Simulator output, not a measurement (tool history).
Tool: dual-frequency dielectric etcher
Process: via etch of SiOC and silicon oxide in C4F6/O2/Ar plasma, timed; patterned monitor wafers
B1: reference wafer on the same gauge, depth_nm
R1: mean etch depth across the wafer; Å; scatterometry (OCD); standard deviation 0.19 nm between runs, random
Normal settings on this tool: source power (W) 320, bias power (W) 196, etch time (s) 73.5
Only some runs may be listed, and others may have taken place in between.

{"run": 1, "hour": 0.0, "source power (W)": 320, "bias power (W)": 196, "etch time (s)": 83.5, "B1": 75.3, "R1": 843}
{"run": 2, "hour": 33.7, "source power (W)": 320, "bias power (W)": 196, "etch time (s)": 83.5, "B1": 75.3, "R1": 845}
{"run": 3, "hour": 63.3, "source power (W)": 320, "bias power (W)": 196, "etch time (s)": 83.5, "B1": 75.3, "R1": 841}
{"run": 4, "hour": 97.6, "source power (W)": 320, "bias power (W)": 196, "etch time (s)": 80.5, "B1": 75.3, "R1": 814}
{"run": 5, "hour": 120.0, "source power (W)": 320, "bias power (W)": 196, "etch time (s)": 80.5, "B1": 75.3, "R1": 816}
{"run": 6, "hour": 147.2, "source power (W)": 320, "bias power (W)": 196, "etch time (s)": 80.5, "B1": 75.3, "R1": 813}
{"hour": 155.9, "done": "source power generator calibrated"}
{"hour": 173.0, "done": "wet clean of the chamber"}
{"run": 7, "hour": 173.5, "source power (W)": 320, "bias power (W)": 196, "etch time (s)": 73.5, "B1": 75.3, "R1": 737}
{"run": 8, "hour": 204.6, "source power (W)": 320, "bias power (W)": 196, "etch time (s)": 73.5, "B1": 75.3, "R1": 737}
{"hour": 241.7, "done": "upper electrode replaced"}
{"run": 9, "hour": 242.2, "source power (W)": 300, "bias power (W)": 156, "etch time (s)": 58.5, "B1": 75.3, "R1": 517}
{"run": 10, "hour": 242.6, "source power (W)": 260, "bias power (W)": 178, "etch time (s)": 60.5, "B1": 75.3, "R1": 522}
{"run": 11, "hour": 275.0, "source power (W)": 250, "bias power (W)": 196, "etch time (s)": 73.5, "B1": 75.3, "R1": 646}
{"hour": 289.3, "done": "bias power generator calibrated"}
{"run": 12, "hour": 290.4, "source power (W)": 270, "bias power (W)": 168, "etch time (s)": 81.5, "B1": 75.3, "R1": 702}
{"run": 13, "hour": 309.5, "source power (W)": 370, "bias power (W)": 238, "etch time (s)": 73.5, "B1": 75.3, "R1": 863}
{"run": 14, "hour": 329.8, "source power (W)": 320, "bias power (W)": 163, "etch time (s)": 73.5, "B1": 75.3, "R1": 688}
{"hour": 341.5, "done": "gauge calibrated"}
{"run": 15, "hour": 414.0, "source power (W)": 320, "bias power (W)": 196, "etch time (s)": 83.5, "B1": 75.3, "R1": 844}
{"run": 16, "hour": 432.3, "source power (W)": 320, "bias power (W)": 196, "etch time (s)": 73.5, "B1": 75.3, "R1": 741}
{"run": 17, "hour": 461.5, "source power (W)": 260, "bias power (W)": 196, "etch time (s)": 79.5, "B1": 75.3, "R1": 717}

3 options for the next run, each taken on its own from the tool as it stands now. Forecast them:
{"run": "A", "hour": 461.9, "source power (W)": 320, "bias power (W)": 196, "etch time (s)": 73.5, "B1": "?", "R1": "?"}
{"run": "B", "hour": 461.9, "source power (W)": 350, "bias power (W)": 196, "etch time (s)": 73.5, "B1": "?", "R1": "?"}
{"run": "C", "hour": 461.9, "source power (W)": 280, "bias power (W)": 215, "etch time (s)": 87.0, "B1": "?", "R1": "?"}

run=A B1=75.3 R1=740
run=B B1=75.3 R1=775
run=C B1=75.3 R1=847
What these runs would have given with no unlogged condition in the tool:
run=A R1=730
run=B R1=764
run=C R1=835

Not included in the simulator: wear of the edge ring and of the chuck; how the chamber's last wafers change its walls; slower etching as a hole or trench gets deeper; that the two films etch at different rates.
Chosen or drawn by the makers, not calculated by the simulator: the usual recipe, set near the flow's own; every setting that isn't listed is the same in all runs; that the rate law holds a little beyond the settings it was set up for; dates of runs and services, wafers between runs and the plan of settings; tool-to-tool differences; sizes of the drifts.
